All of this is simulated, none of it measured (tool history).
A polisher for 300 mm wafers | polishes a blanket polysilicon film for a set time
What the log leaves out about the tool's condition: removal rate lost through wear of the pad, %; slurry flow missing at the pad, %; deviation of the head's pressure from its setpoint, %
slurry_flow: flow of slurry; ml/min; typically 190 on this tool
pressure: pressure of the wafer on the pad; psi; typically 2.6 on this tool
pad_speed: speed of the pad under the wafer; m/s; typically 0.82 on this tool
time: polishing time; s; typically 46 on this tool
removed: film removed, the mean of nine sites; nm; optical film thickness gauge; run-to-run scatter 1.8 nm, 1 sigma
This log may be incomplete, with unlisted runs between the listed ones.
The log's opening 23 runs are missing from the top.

run    hour  slurry_flow  pressure  pad_speed  time  wafers since the last listed run  wafers polished on this pad  hours since the slurry nozzle was cleaned  hours since the head pressure was calibrated  incoming thickness of the incoming film, nm  removed
 24  2029.3          190       3.2       0.82    46                               480                         4809                                      361.6                                           595                                       1790.9    284.3
     2092.2  -- worn pad replaced by a new one
 25  2132.2          190       2.6       0.82    46                              1082                          437                                      464.5                                         697.9                                       1796.3    243.2
 26  2207.8          255       2.8       0.62    51                               827                         1264                                      540.1                                         773.5                                       1816.6    227.4
 27  2282.5          215       2.6       0.82    46                               817                         2082                                      614.8                                         848.2                                       1792.2    240.4
     2303.6  -- slurry nozzle cleaned
 28  2322.5          190       2.6       0.82    46                               426                         2509                                       18.9                                         888.2                                       1791.5    238.2
 29    2421          170         2       0.66    46                              1078                         3587                                      117.4                                         986.7                                       1811.1    141.8
 30  2525.1          190       2.6       0.82    46                              1139                         4727                                      221.5                                        1090.8                                         1791    230.3
     2600.7  -- worn pad replaced by a new one
 31  2601.9          215         2       0.82    39                               796                           12                                      298.3                                        1167.6                                       1803.8    160.3
     2647.3  -- head pressure recalibrated
 32  2665.2          245       2.3          1    46                               670                          683                                      361.6                                          17.9                                       1806.3    266.5
 33  2724.9          230       2.6       0.82    59                               653                         1337                                      421.3                                          77.6                                       1827.3    316.5
 34  2809.6          140       2.6       0.82    46                               927                         2264                                        506                                         162.3                                       1785.6    228.8

Branching from run 34: 4 alternative next runs. What would each branch give?
  A  2810          190       2.6       0.82    46                                 4                         2268                                      506.4                                         162.7                                       1812.1        ?
  B  2810          250       2.6       0.82    46                                 4                         2268                                      506.4                                         162.7                                       1812.1        ?
  C  2810          240       3.3       1.08    46                                 4                         2268                                      506.4                                         162.7                                       1812.1        ?
  D  2810          220       2.3       0.82    46                                 4                         2268                                      506.4                                         162.7                                       1812.1        ?

run  removed
  A    236.9
  B    244.6
  C    401.8
  D    213.4
With no hidden state in the tool, these same runs would have given:
run  removed
  A    244.5
  B    252.5
  C    414.7
  D    220.2

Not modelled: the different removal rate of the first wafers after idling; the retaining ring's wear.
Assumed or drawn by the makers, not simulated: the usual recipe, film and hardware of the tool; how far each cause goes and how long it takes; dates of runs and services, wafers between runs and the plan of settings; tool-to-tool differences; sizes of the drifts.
